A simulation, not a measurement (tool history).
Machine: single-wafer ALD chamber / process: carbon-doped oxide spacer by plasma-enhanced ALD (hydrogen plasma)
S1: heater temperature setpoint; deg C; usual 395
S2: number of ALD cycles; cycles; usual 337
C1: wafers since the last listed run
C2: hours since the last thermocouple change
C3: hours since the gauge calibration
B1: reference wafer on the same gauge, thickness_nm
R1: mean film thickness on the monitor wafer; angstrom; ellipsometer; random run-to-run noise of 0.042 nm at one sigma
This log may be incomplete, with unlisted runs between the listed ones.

run 1 hour=0 | S1=395 S2=337 | C1=0 C2=1289.1 C3=137.7 | B1=16.504 | R1=168.99
run 2 hour=14 | S1=395 S2=337 | C1=15 C2=1303.1 C3=151.7 | B1=16.506 | R1=168.99
run 3 hour=30.7 | S1=395 S2=337 | C1=18 C2=1319.8 C3=168.4 | B1=16.497 | R1=168.85
run 4 hour=44.4 | S1=395 S2=337 | C1=15 C2=1333.5 C3=182.1 | B1=16.5 | R1=168.39
run 5 hour=93.8 | S1=395 S2=337 | C1=55 C2=1382.9 C3=231.5 | B1=16.509 | R1=168.28
run 6 hour=106.4 | S1=395 S2=337 | C1=14 C2=1395.5 C3=244.1 | B1=16.496 | R1=168.54
run 7 hour=120.1 | S1=395 S2=337 | C1=15 C2=1409.2 C3=257.8 | B1=16.519 | R1=168.77
run 8 hour=134.2 | S1=395 S2=362 | C1=15 C2=1423.3 C3=271.9 | B1=16.508 | R1=181.45
run 9 hour=149.7 | S1=395 S2=362 | C1=17 C2=1438.8 C3=287.4 | B1=16.502 | R1=180.36
run 10 hour=158 | S1=395 S2=337 | C1=9 C2=1447.1 C3=295.7 | B1=16.506 | R1=169.1
run 11 hour=172.9 | S1=395 S2=337 | C1=16 C2=1462 C3=310.6 | B1=16.49 | R1=168.32
run 12 hour=226.3 | S1=395 S2=337 | C1=60 C2=1515.4 C3=364 | B1=16.491 | R1=169.07
run 13 hour=242.4 | S1=395 S2=337 | C1=18 C2=1531.5 C3=380.1 | B1=16.519 | R1=168.8
run 14 hour=259.8 | S1=395 S2=337 | C1=19 C2=1548.9 C3=397.5 | B1=16.505 | R1=168.08
-- hour=270.4 thermocouple changed; heater temperature recalibrated
run 15 hour=277.5 | S1=395 S2=337 | C1=10 C2=7.1 C3=415.2 | B1=16.496 | R1=169.6
run 16 hour=289.8 | S1=395 S2=337 | C1=13 C2=19.4 C3=427.5 | B1=16.491 | R1=169.19
run 17 hour=296.3 | S1=395 S2=337 | C1=7 C2=25.9 C3=434 | B1=16.498 | R1=169.11
run 18 hour=308.6 | S1=395 S2=337 | C1=13 C2=38.2 C3=446.3 | B1=16.5 | R1=168.39
run 19 hour=350.3 | S1=395 S2=337 | C1=47 C2=79.9 C3=488 | B1=16.491 | R1=167.82
run 20 hour=359.1 | S1=405 S2=379 | C1=9 C2=88.7 C3=496.8 | B1=16.498 | R1=186.88
run 21 hour=367 | S1=395 S2=337 | C1=8 C2=96.6 C3=504.7 | B1=16.503 | R1=168.51
run 22 hour=381.9 | S1=382 S2=387 | C1=16 C2=111.5 C3=519.6 | B1=16.493 | R1=193.98
run 23 hour=399.2 | S1=405 S2=289 | C1=19 C2=128.8 C3=536.9 | B1=16.493 | R1=141.72
run 24 hour=409.7 | S1=395 S2=337 | C1=11 C2=139.3 C3=547.4 | B1=16.487 | R1=168.66
run 25 hour=418.2 | S1=403 S2=404 | C1=9 C2=147.8 C3=555.9 | B1=16.495 | R1=200.06
run 26 hour=427.9 | S1=381 S2=307 | C1=10 C2=157.5 C3=565.6 | B1=16.498 | R1=153.71
-- hour=439.1 gauge calibrated
run 27 hour=444.5 | S1=408 S2=289 | C1=18 C2=174.1 C3=5.4 | B1=16.499 | R1=140.86
run 28 hour=460.4 | S1=389 S2=301 | C1=17 C2=190 C3=21.3 | B1=16.498 | R1=151.17
run 29 hour=478.1 | S1=401 S2=281 | C1=20 C2=207.7 C3=39 | B1=16.51 | R1=140.3
run 30 hour=494.7 | S1=383 S2=319 | C1=18 C2=224.3 C3=55.6 | B1=16.515 | R1=159.88
run 31 hour=511.7 | S1=385 S2=384 | C1=19 C2=241.3 C3=72.6 | B1=16.5 | R1=192.7
run 32 hour=524.1 | S1=395 S2=337 | C1=14 C2=253.7 C3=85 | B1=16.499 | R1=169.43
run 33 hour=531.2 | S1=386 S2=397 | C1=8 C2=260.8 C3=92.1 | B1=16.513 | R1=198.84
run 34 hour=546.7 | S1=407 S2=391 | C1=17 C2=276.3 C3=107.6 | B1=16.498 | R1=191.29
run 35 hour=561.2 | S1=395 S2=311 | C1=16 C2=290.8 C3=122.1 | B1=16.49 | R1=155.8
run 36 hour=570.4 | S1=395 S2=296 | C1=10 C2=300 C3=131.3 | B1=16.503 | R1=148.92
run 37 hour=582.3 | S1=406 S2=318 | C1=13 C2=311.9 C3=143.2 | B1=16.515 | R1=155.72
run 38 hour=595.9 | S1=395 S2=337 | C1=15 C2=325.5 C3=156.8 | B1=16.498 | R1=168.51
run 39 hour=606.2 | S1=385 S2=337 | C1=11 C2=335.8 C3=167.1 | B1=16.498 | R1=168.82

How the hidden state differs across the entries between the runs, from the last listed run before each to the first after it:
In the gap between runs 14 and 15: thermocouple changed; heater temperature recalibrated (hour 270.4)
  no difference in the tool's unlogged condition between these two runs
In the gap between runs 26 and 27: gauge calibrated (hour 439.1)
  no difference in the tool's unlogged condition between these two runs
